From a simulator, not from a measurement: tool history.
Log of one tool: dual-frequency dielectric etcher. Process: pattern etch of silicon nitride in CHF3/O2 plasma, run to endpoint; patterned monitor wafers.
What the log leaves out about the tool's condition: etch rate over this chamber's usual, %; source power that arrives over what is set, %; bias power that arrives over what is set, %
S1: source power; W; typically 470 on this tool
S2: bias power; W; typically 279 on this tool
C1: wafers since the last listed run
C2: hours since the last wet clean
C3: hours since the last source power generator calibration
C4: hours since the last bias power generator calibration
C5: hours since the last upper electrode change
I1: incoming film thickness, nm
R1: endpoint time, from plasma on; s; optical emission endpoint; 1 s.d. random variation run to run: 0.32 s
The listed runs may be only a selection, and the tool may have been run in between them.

run,hour,S1,S2,C1,C2,C3,C4,C5,I1,R1
1,0.0,400,279,0,338.0,4851.5,4538.2,2803.2,105.5,67.4
2,18.3,400,279,169,356.3,4869.8,4556.5,2821.5,105.1,67.3
3,33.5,400,279,141,371.5,4885.0,4571.7,2836.7,104.7,67.0
4,68.5,470,327,324,406.5,4920.0,4606.7,2871.7,105.4,58.2
5,84.9,470,327,152,422.9,4936.4,4623.1,2888.1,105.8,58.3
# hour 171.5: wet clean of the chamber
# hour 181.0: bias power generator calibrated
6,192.1,470,327,735,20.6,5043.6,11.1,2995.3,105.4,58.0
# hour 199.3: source power generator calibrated
# hour 249.2: upper electrode replaced
7,249.7,530,279,274,78.2,50.4,68.7,0.5,104.0,55.8
8,251.9,530,279,20,80.4,52.6,70.9,2.7,105.7,57.0
9,284.6,580,345,303,113.1,85.3,103.6,35.4,105.7,51.1
10,299.0,420,279,133,127.5,99.7,118.0,49.8,105.2,64.6
11,315.9,370,346,156,144.4,116.6,134.9,66.7,105.6,66.9
12,332.9,550,298,157,161.4,133.6,151.9,83.7,105.3,54.8
13,357.3,380,279,226,185.8,158.0,176.3,108.1,104.7,69.9
14,372.1,470,279,137,200.6,172.8,191.1,122.9,105.2,61.3
15,393.1,470,279,194,221.6,193.8,212.1,143.9,104.6,60.7
16,408.8,470,279,145,237.3,209.5,227.8,159.6,105.0,60.9

Take each entry between the runs: how does the hidden state at the last listed run before it differ from the hidden state at the first listed run after it?
Run 5 -> run 6: wet clean of the chamber (hour 171.5); bias power generator calibrated (hour 181.0)
  no hidden state differs between the two runs
Run 6 -> run 7: source power generator calibrated (hour 199.3); upper electrode replaced (hour 249.2)
  no hidden state differs between the two runs

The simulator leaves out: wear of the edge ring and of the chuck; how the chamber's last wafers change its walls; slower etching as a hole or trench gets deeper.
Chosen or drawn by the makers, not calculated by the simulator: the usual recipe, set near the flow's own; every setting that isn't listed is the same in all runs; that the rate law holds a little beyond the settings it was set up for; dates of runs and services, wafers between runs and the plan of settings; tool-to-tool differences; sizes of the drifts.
